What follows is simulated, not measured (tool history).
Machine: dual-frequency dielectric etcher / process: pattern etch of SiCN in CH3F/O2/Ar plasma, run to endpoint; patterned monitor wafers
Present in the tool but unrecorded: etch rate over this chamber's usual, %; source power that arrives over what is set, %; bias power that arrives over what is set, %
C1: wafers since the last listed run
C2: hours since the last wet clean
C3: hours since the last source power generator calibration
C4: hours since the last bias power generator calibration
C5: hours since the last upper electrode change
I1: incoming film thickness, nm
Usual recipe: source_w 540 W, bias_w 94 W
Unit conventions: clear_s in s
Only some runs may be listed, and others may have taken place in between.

run 1 hour=0 | source_w=540 bias_w=94 | C1=0 C2=314.6 C3=1798.6 C4=3355.3 C5=2345.1 | I1=7.68 | clear_s=15.9
run 2 hour=50.1 | source_w=540 bias_w=94 | C1=689 C2=364.7 C3=1848.7 C4=3405.4 C5=2395.2 | I1=7.67 | clear_s=16
run 3 hour=57.3 | source_w=540 bias_w=94 | C1=99 C2=371.9 C3=1855.9 C4=3412.6 C5=2402.4 | I1=7.64 | clear_s=15.9
run 4 hour=74 | source_w=540 bias_w=94 | C1=229 C2=388.6 C3=1872.6 C4=3429.3 C5=2419.1 | I1=7.83 | clear_s=16.5
run 5 hour=86.2 | source_w=540 bias_w=94 | C1=167 C2=400.8 C3=1884.8 C4=3441.5 C5=2431.3 | I1=7.71 | clear_s=16.2
run 6 hour=98.6 | source_w=540 bias_w=94 | C1=170 C2=413.2 C3=1897.2 C4=3453.9 C5=2443.7 | I1=7.71 | clear_s=16.3
run 7 hour=109.5 | source_w=540 bias_w=94 | C1=149 C2=424.1 C3=1908.1 C4=3464.8 C5=2454.6 | I1=7.71 | clear_s=16.2
run 8 hour=123 | source_w=540 bias_w=94 | C1=185 C2=437.6 C3=1921.6 C4=3478.3 C5=2468.1 | I1=7.78 | clear_s=16.3
run 9 hour=139 | source_w=540 bias_w=94 | C1=220 C2=453.6 C3=1937.6 C4=3494.3 C5=2484.1 | I1=7.67 | clear_s=16
-- hour=151.6 source power generator calibrated
-- hour=168.8 wet clean of the chamber
-- hour=178.8 bias power generator calibrated
-- hour=190.3 upper electrode replaced
run 10 hour=190.8 | source_w=540 bias_w=94 | C1=208 C2=22 C3=39.2 C4=12 C5=0.5 | I1=7.75 | clear_s=15.7
run 11 hour=191.1 | source_w=540 bias_w=94 | C1=4 C2=22.3 C3=39.5 C4=12.3 C5=0.8 | I1=7.67 | clear_s=15.4
run 12 hour=191.4 | source_w=540 bias_w=94 | C1=4 C2=22.6 C3=39.8 C4=12.6 C5=1.1 | I1=7.67 | clear_s=15.2
run 13 hour=191.8 | source_w=540 bias_w=94 | C1=5 C2=23 C3=40.2 C4=13 C5=1.5 | I1=7.72 | clear_s=15.4
run 14 hour=195.2 | source_w=540 bias_w=94 | C1=46 C2=26.4 C3=43.6 C4=16.4 C5=4.9 | I1=7.68 | clear_s=15.3
run 15 hour=211.2 | source_w=540 bias_w=94 | C1=220 C2=42.4 C3=59.6 C4=32.4 C5=20.9 | I1=7.69 | clear_s=15.4
run 16 hour=226.8 | source_w=490 bias_w=78 | C1=214 C2=58 C3=75.2 C4=48 C5=36.5 | I1=7.64 | clear_s=17.2
run 17 hour=242.8 | source_w=540 bias_w=73 | C1=220 C2=74 C3=91.2 C4=64 C5=52.5 | I1=7.64 | clear_s=17.2
run 18 hour=255.2 | source_w=540 bias_w=75 | C1=170 C2=86.4 C3=103.6 C4=76.4 C5=64.9 | I1=7.71 | clear_s=17
run 19 hour=268.4 | source_w=420 bias_w=94 | C1=181 C2=99.6 C3=116.8 C4=89.6 C5=78.1 | I1=7.73 | clear_s=16.7
run 20 hour=276.7 | source_w=430 bias_w=94 | C1=114 C2=107.9 C3=125.1 C4=97.9 C5=86.4 | I1=7.73 | clear_s=16.7
run 21 hour=288.8 | source_w=400 bias_w=77 | C1=166 C2=120 C3=137.2 C4=110 C5=98.5 | I1=7.64 | clear_s=18.2
run 22 hour=303.1 | source_w=610 bias_w=94 | C1=196 C2=134.3 C3=151.5 C4=124.3 C5=112.8 | I1=7.66 | clear_s=15

For run 23, what comes out?
run 23 hour=313.2 | source_w=540 bias_w=94 | C1=138 C2=144.4 C3=161.6 C4=134.4 C5=122.9 | I1=7.72 | clear_s=?

{"run 23": {"clear_s": 15.6}}
Had the tool carried no hidden state, the very same run would have given clear_s 15.4 s.
